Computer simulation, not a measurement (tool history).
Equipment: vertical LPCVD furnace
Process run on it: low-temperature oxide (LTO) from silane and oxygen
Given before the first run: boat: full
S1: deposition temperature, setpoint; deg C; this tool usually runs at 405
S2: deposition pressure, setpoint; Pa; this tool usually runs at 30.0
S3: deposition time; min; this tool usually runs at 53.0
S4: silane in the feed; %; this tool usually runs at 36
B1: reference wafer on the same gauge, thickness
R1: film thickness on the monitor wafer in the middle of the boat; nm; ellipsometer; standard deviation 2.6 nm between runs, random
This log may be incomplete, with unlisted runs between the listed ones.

| run | hour | S1 | S2 | S3 | S4 | B1 | R1 |
|---|---|---|---|---|---|---|---|
| 1 | 0.0 | 405 | 30.0 | 53.0 | 36 | 587.24 | 499.61 |
| 2 | 43.9 | 405 | 30.0 | 53.0 | 36 | 586.89 | 497.41 |
| 3 | 80.4 | 405 | 30.0 | 53.0 | 36 | 587.06 | 498.66 |
| 4 | 133.6 | 405 | 30.0 | 53.0 | 36 | 586.82 | 496.61 |
| 5 | 184.8 | 405 | 34.0 | 38.0 | 36 | 587.53 | 400.62 |
| 6 | 218.5 | 405 | 30.0 | 53.0 | 36 | 586.73 | 496.93 |
| 7 | 259.9 | 405 | 30.0 | 53.0 | 36 | 587.15 | 496.50 |
| 8 | 300.4 | 405 | 30.0 | 53.0 | 36 | 586.95 | 498.54 |
| 9 | 371.7 | 405 | 30.0 | 53.0 | 36 | 587.50 | 503.72 |
| 10 | 405.4 | 405 | 30.0 | 53.0 | 36 | 587.12 | 496.99 |
| 11 | 447.4 | 405 | 30.0 | 37.5 | 36 | 587.14 | 350.51 |
| 12 | 481.4 | 405 | 30.0 | 37.5 | 36 | 586.31 | 355.13 |
| 13 | 523.5 | 405 | 30.0 | 37.5 | 36 | 585.99 | 356.58 |
| 14 | 559.3 | 405 | 30.0 | 53.0 | 36 | 586.60 | 494.84 |
| 15 | 606.2 | 405 | 30.0 | 53.0 | 36 | 587.83 | 497.26 |
| 16 | 634.0 | 405 | 30.0 | 53.0 | 36 | 586.64 | 500.74 |
| 17 | 694.9 | 405 | 30.0 | 33.5 | 36 | 586.92 | 314.80 |
| 18 | 736.6 | 405 | 30.0 | 53.0 | 36 | 586.97 | 495.84 |
| 19 | 798.8 | 405 | 26.7 | 46.5 | 36 | 587.58 | 385.62 |
| 20 | 851.1 | 405 | 30.0 | 53.0 | 36 | 586.82 | 500.49 |
| 21 | 885.3 | 400 | 23.3 | 33.0 | 31 | 587.38 | 184.40 |
| 22 | 957.4 | 409 | 22.7 | 53.0 | 36 | 586.14 | 389.83 |
| 23 | 982.2 | 405 | 34.0 | 44.5 | 36 | 586.74 | 476.50 |
| 24 | 1038.6 | 405 | 30.0 | 53.0 | 36 | 586.99 | 503.58 |
| 25 | 1087.4 | 405 | 30.0 | 53.0 | 34 | 587.60 | 461.87 |
| 26 | 1131.1 | 412 | 36.0 | 38.0 | 33 | 587.24 | 412.07 |
| 27 | 1319.8 | 405 | 30.0 | 53.0 | 36 | 587.35 | 499.30 |
| 28 | 1358.2 | 405 | 30.0 | 53.0 | 36 | 587.62 | 498.72 |
| 29 | 1392.7 | 413 | 30.0 | 66.0 | 36 | 586.35 | 679.35 |
| 30 | 1451.8 | 413 | 32.0 | 67.5 | 31 | 586.96 | 599.77 |

Put back what was entered between runs (4 entries, withheld): which listed runs does each sit between, and how does the hidden state differ from the listed run before to the listed run after?
Between runs 16 and 17: pressure gauge zeroed (hour 694.4)
  both runs share identical hidden conditions
Between runs 17 and 18: gauge calibrated (hour 716.2)
  both runs share identical hidden conditions
Between runs 23 and 24: silane flow controller replaced (hour 1035.8)
  both runs share identical hidden conditions
Between runs 25 and 26: thermocouples replaced and temperature profile calibrated (hour 1130.6)
  both runs share identical hidden conditions

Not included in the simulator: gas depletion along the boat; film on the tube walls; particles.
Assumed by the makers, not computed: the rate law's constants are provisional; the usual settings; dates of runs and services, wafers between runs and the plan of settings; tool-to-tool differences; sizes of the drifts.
